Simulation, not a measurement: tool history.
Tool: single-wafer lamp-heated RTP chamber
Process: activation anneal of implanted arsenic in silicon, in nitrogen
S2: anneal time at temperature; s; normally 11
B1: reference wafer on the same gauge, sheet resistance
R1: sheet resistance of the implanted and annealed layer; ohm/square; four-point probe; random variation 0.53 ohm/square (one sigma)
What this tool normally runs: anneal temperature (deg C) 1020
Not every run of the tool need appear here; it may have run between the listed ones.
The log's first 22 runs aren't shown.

run 23 day=24.917 | anneal_temperature_(deg_C)=1020 S2=11 | B1=283.96 | R1=330.14
run 24 day=26 | anneal_temperature_(deg_C)=1000 S2=11 | B1=284.08 | R1=336.01
-- day=26.642 gauge calibrated
run 25 day=27.204 | anneal_temperature_(deg_C)=1047 S2=13 | B1=283.86 | R1=322.33
run 26 day=28.062 | anneal_temperature_(deg_C)=1020 S2=11 | B1=284.04 | R1=330.29
run 27 day=28.958 | anneal_temperature_(deg_C)=1004 S2=17 | B1=284.04 | R1=329.88
run 28 day=29.546 | anneal_temperature_(deg_C)=1020 S2=9 | B1=284.04 | R1=332.08
run 29 day=30.675 | anneal_temperature_(deg_C)=1046 S2=16 | B1=283.93 | R1=317.81
-- day=32.362 pyrometer window cleaned and pyrometer calibrated
run 30 day=32.383 | anneal_temperature_(deg_C)=999 S2=6 | B1=284.02 | R1=341.4
run 31 day=32.979 | anneal_temperature_(deg_C)=1028 S2=5 | B1=283.97 | R1=337.98
run 32 day=34.088 | anneal_temperature_(deg_C)=1020 S2=11 | B1=283.98 | R1=331.91
run 33 day=35.017 | anneal_temperature_(deg_C)=999 S2=15 | B1=283.98 | R1=333.05
run 34 day=35.975 | anneal_temperature_(deg_C)=1020 S2=15 | B1=283.93 | R1=327.06
run 35 day=36.912 | anneal_temperature_(deg_C)=1044 S2=14 | B1=284.06 | R1=322.03
run 36 day=37.521 | anneal_temperature_(deg_C)=993 S2=11 | B1=284.03 | R1=336.05
run 37 day=38.517 | anneal_temperature_(deg_C)=990 S2=17 | B1=284.07 | R1=333.65
run 38 day=39.704 | anneal_temperature_(deg_C)=990 S2=8 | B1=283.92 | R1=338.07

What if the next run were any one of these 3? Each begins from the tool's condition after run 38:
run A day=39.721 | anneal_temperature_(deg_C)=1031 S2=11 | B1=? | R1=?
run B day=39.721 | anneal_temperature_(deg_C)=1040 S2=5 | B1=? | R1=?
run C day=39.721 | anneal_temperature_(deg_C)=998 S2=7 | B1=? | R1=?

run=A B1=283.94 R1=326.57
run=B B1=283.94 R1=332.71
run=C B1=283.94 R1=337.41
With no hidden state in the tool, these same runs would have given:
run=A R1=329.47
run=B R1=334.97
run=C R1=339.25

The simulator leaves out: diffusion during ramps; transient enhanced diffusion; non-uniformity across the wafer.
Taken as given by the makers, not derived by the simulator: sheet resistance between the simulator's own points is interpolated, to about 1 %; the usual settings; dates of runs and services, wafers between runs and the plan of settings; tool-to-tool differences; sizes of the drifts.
